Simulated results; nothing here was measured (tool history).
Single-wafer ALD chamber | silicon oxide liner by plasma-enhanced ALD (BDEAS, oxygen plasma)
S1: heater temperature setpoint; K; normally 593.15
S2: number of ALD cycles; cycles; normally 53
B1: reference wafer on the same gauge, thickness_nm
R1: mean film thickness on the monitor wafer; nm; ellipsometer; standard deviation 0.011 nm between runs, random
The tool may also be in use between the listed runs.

run,hour,S1,S2,B1,R1
1,0.0,596.15,53,4.200,4.275
2,39.5,596.15,53,4.200,4.275
3,124.3,593.15,53,4.200,4.269
4,193.1,593.15,53,4.201,4.295
5,237.1,593.15,53,4.201,4.279
# hour 289.1: thermocouple changed; heater temperature recalibrated
6,319.3,593.15,53,4.200,4.312
7,407.4,593.15,53,4.200,4.306
8,511.4,593.15,53,4.201,4.299
9,571.1,593.15,53,4.199,4.295
10,622.8,593.15,53,4.202,4.319
11,690.8,593.15,53,4.200,4.313
12,729.1,593.15,53,4.198,4.297
13,767.1,588.15,47,4.201,3.835
14,842.9,593.15,53,4.200,4.299
15,921.3,593.15,53,4.201,4.276
16,978.7,593.15,53,4.200,4.278
17,1031.9,593.15,53,4.200,4.302
18,1085.8,593.15,53,4.199,4.279
19,1162.5,589.15,45,4.201,3.658
# hour 1198.3: thermocouple changed; heater temperature recalibrated
20,1218.7,584.15,60,4.200,4.942
21,1256.3,586.15,61,4.200,5.029
22,1340.9,584.15,61,4.199,5.025
23,1444.9,584.15,50,4.198,4.126
24,1544.2,596.15,53,4.200,4.287
# hour 1563.4: gauge calibrated
25,1613.7,593.15,53,4.201,4.316
26,1712.5,593.15,53,4.201,4.275
27,1791.2,593.15,60,4.200,4.843
28,2113.7,608.15,44,4.200,3.451
29,2187.5,588.15,62,4.199,5.039
# hour 2197.1: thermocouple changed; heater temperature recalibrated
30,2233.8,593.15,53,4.200,4.310
31,2312.7,605.15,53,4.200,4.213
32,2390.1,588.15,50,4.200,4.100
33,2468.2,593.15,53,4.199,4.303
34,2524.8,584.15,45,4.202,3.691
35,2606.3,593.15,44,4.201,3.556
36,2655.5,600.15,47,4.201,3.768

5 options for the next run, each taken on its own from the tool as it stands now. Forecast them:
A,2656.0,593.15,53,?,?
B,2656.0,599.15,63,?,?
C,2656.0,599.15,49,?,?
D,2656.0,582.15,53,?,?
E,2656.0,601.15,43,?,?

run,B1,R1
A,4.200,4.300
B,4.200,5.061
C,4.200,3.936
D,4.200,4.378
E,4.200,3.443
Had the tool no hidden state, the same runs would have come out as:
run,R1
A,4.323
B,5.088
C,3.958
D,4.401
E,3.461
